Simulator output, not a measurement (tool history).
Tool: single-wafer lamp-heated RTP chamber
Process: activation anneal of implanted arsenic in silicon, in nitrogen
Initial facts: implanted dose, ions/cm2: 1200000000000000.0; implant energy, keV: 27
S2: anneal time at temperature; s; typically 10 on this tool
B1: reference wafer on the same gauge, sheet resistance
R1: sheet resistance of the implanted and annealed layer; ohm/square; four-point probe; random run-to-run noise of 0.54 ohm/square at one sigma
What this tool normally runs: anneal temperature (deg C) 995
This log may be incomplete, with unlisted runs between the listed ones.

{"run": 1, "hour": 0.0, "anneal temperature (deg C)": 995, "S2": 10, "B1": 140.97, "R1": 131.5}
{"run": 2, "hour": 50.1, "anneal temperature (deg C)": 995, "S2": 10, "B1": 141.15, "R1": 131.18}
{"run": 3, "hour": 106.6, "anneal temperature (deg C)": 995, "S2": 10, "B1": 140.93, "R1": 131.01}
{"run": 4, "hour": 159.3, "anneal temperature (deg C)": 995, "S2": 10, "B1": 140.99, "R1": 132.56}
{"run": 5, "hour": 183.7, "anneal temperature (deg C)": 995, "S2": 10, "B1": 140.9, "R1": 131.63}
{"hour": 242.0, "done": "pyrometer window cleaned and pyrometer calibrated"}
{"run": 6, "hour": 255.3, "anneal temperature (deg C)": 995, "S2": 10, "B1": 140.76, "R1": 131.48}
{"run": 7, "hour": 309.7, "anneal temperature (deg C)": 995, "S2": 8, "B1": 140.6, "R1": 133.09}
{"run": 8, "hour": 339.9, "anneal temperature (deg C)": 995, "S2": 15, "B1": 141.12, "R1": 126.89}
{"hour": 363.3, "done": "gauge calibrated"}
{"run": 9, "hour": 414.6, "anneal temperature (deg C)": 995, "S2": 15, "B1": 140.99, "R1": 126.81}
{"run": 10, "hour": 452.3, "anneal temperature (deg C)": 1002, "S2": 10, "B1": 140.8, "R1": 129.44}
{"run": 11, "hour": 495.6, "anneal temperature (deg C)": 995, "S2": 10, "B1": 140.88, "R1": 130.8}
{"hour": 534.3, "done": "pyrometer window cleaned and pyrometer calibrated"}
{"run": 12, "hour": 544.0, "anneal temperature (deg C)": 970, "S2": 7, "B1": 141.26, "R1": 142.18}
{"hour": 558.6, "done": "reflector plate cleaned"}
{"run": 13, "hour": 571.5, "anneal temperature (deg C)": 980, "S2": 10, "B1": 141.07, "R1": 136.71}
{"run": 14, "hour": 615.2, "anneal temperature (deg C)": 995, "S2": 10, "B1": 141.01, "R1": 132.7}
{"run": 15, "hour": 789.7, "anneal temperature (deg C)": 977, "S2": 4, "B1": 140.75, "R1": 147.04}
{"hour": 828.8, "done": "pyrometer window cleaned and pyrometer calibrated"}
{"run": 16, "hour": 852.5, "anneal temperature (deg C)": 974, "S2": 10, "B1": 141.02, "R1": 138.47}
{"run": 17, "hour": 879.5, "anneal temperature (deg C)": 969, "S2": 5, "B1": 141.0, "R1": 147.24}
{"run": 18, "hour": 912.2, "anneal temperature (deg C)": 1009, "S2": 8, "B1": 141.03, "R1": 131.35}
{"run": 19, "hour": 945.3, "anneal temperature (deg C)": 1007, "S2": 5, "B1": 141.11, "R1": 134.97}
{"run": 20, "hour": 978.7, "anneal temperature (deg C)": 977, "S2": 5, "B1": 141.18, "R1": 144.89}
{"run": 21, "hour": 1034.2, "anneal temperature (deg C)": 987, "S2": 10, "B1": 140.94, "R1": 133.78}
{"hour": 1037.7, "done": "gauge calibrated"}
{"run": 22, "hour": 1059.8, "anneal temperature (deg C)": 1021, "S2": 10, "B1": 141.19, "R1": 126.21}
{"hour": 1092.5, "done": "pyrometer window cleaned and pyrometer calibrated"}
{"run": 23, "hour": 1106.6, "anneal temperature (deg C)": 995, "S2": 10, "B1": 140.79, "R1": 132.21}

Results for each run, recomputed without the tool's hidden state and with each run's random variation untouched:
Hidden conditions of the tool in this case: true wafer temperature minus pyrometer reading, K; wafer temperature error from the tarnished reflector plate, K; gauge reads high (%).
run=1 R1=133.79
run=2 R1=133.51
run=3 R1=133.38
run=4 R1=135.00
run=5 R1=134.07
run=6 R1=133.96
run=7 R1=135.75
run=8 R1=129.18
run=9 R1=129.13
run=10 R1=131.73
run=11 R1=133.38
run=12 R1=145.58
run=13 R1=137.39
run=14 R1=133.45
run=15 R1=148.41
run=16 R1=140.66
run=17 R1=148.98
run=18 R1=132.88
run=19 R1=136.91
run=20 R1=146.97
run=21 R1=136.07
run=22 R1=127.69
run=23 R1=134.28

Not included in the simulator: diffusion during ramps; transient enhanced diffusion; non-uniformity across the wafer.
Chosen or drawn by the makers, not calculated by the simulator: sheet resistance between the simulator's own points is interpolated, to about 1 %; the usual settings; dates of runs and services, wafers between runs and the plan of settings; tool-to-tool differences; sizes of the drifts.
